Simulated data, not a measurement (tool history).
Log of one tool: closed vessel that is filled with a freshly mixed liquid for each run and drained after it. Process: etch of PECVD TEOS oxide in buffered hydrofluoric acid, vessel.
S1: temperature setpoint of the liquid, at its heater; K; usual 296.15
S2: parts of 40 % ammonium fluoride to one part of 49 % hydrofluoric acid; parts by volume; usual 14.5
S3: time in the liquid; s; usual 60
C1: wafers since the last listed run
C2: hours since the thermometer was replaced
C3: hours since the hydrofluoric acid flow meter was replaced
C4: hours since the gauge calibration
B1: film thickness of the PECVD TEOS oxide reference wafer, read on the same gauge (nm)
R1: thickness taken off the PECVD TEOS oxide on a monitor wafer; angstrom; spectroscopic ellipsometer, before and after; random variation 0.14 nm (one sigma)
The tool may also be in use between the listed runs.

Run 1, hour 0: usual settings; C1 0; C2 1997.9; C3 1714.3; C4 58.6; B1 129.98. Result: R1 697.5 angstrom.
Run 2, hour 7.1: usual settings; C1 765; C2 2005; C3 1721.4; C4 65.7; B1 130.02. Result: R1 694.8 angstrom.
Run 3, hour 16.6: usual settings; C1 1024; C2 2014.5; C3 1730.9; C4 75.2; B1 130.04. Result: R1 695.1 angstrom.
Run 4, hour 24.6: usual settings; C1 862; C2 2022.5; C3 1738.9; C4 83.2; B1 130.01. Result: R1 696.4 angstrom.
Run 5, hour 31.7: usual settings but S3 35 s; C1 765; C2 2029.6; C3 1746; C4 90.3; B1 130.02. Result: R1 405.8 angstrom.
Run 6, hour 39.9: usual settings but S3 35 s; C1 884; C2 2037.8; C3 1754.2; C4 98.5; B1 129.96. Result: R1 407.3 angstrom.
Run 7, hour 47.9: usual settings; C1 862; C2 2045.8; C3 1762.2; C4 106.5; B1 130. Result: R1 695.1 angstrom.
At hour 52.1: hydrofluoric acid flow meter replaced.
Run 8, hour 54.1: usual settings; C1 560; C2 2052; C3 2; C4 112.7; B1 130.05. Result: R1 624.2 angstrom.
Run 9, hour 60.3: usual settings but S2 19.5 parts by volume; C1 668; C2 2058.2; C3 8.2; C4 118.9; B1 130.01. Result: R1 466.8 angstrom.
Run 10, hour 66.9: usual settings but S1 293.65 K, S2 13 parts by volume, S3 85 s; C1 711; C2 2064.8; C3 14.8; C4 125.5; B1 130. Result: R1 860.4 angstrom.
Run 11, hour 73.9: usual settings; C1 755; C2 2071.8; C3 21.8; C4 132.5; B1 129.94. Result: R1 624 angstrom.
At hour 86.5: thermometer replaced.
Run 12, hour 87: usual settings but S1 294.65 K, S2 19.5 parts by volume, S3 80 s; C1 1305; C2 0.5; C3 34.9; C4 145.6; B1 129.97. Result: R1 573.6 angstrom.
Run 13, hour 100.2: usual settings but S1 293.15 K, S2 17 parts by volume, S3 35 s; C1 1423; C2 13.7; C3 48.1; C4 158.8; B1 130. Result: R1 263.5 angstrom.
Run 14, hour 109.1: usual settings; C1 959; C2 22.6; C3 57; C4 167.7; B1 129.96. Result: R1 626.4 angstrom.
At hour 116.7: gauge calibrated.
Run 15, hour 126.6: usual settings; C1 1887; C2 40.1; C3 74.5; C4 9.9; B1 129.96. Result: R1 625.5 angstrom.
Run 16, hour 139.6: usual settings but S1 291.65 K, S2 9.5 parts by volume, S3 85 s; C1 1402; C2 53.1; C3 87.5; C4 22.9; B1 130.04. Result: R1 1026 angstrom.
Run 17, hour 157.5: usual settings but S1 291.65 K, S3 50 s; C1 1930; C2 71; C3 105.4; C4 40.8; B1 129.98. Result: R1 405.8 angstrom.

Forecast each of these 3 alternatives for the next run:
Run A, hour 158.2: usual settings; C1 75; C2 71.7; C3 106.1; C4 41.5; B1 ?. Result: R1 ?.
Run B, hour 158.2: usual settings but S3 40 s; C1 75; C2 71.7; C3 106.1; C4 41.5; B1 ?. Result: R1 ?.
Run C, hour 158.2: usual settings but S3 50 s; C1 75; C2 71.7; C3 106.1; C4 41.5; B1 ?. Result: R1 ?.

run      B1     R1
  A  130.02    629
  B  130.02  419.4
  C  130.02  524.2
Without the tool's hidden state the same runs would have given:
run     R1
  A  624.7
  B  416.5
  C  520.6
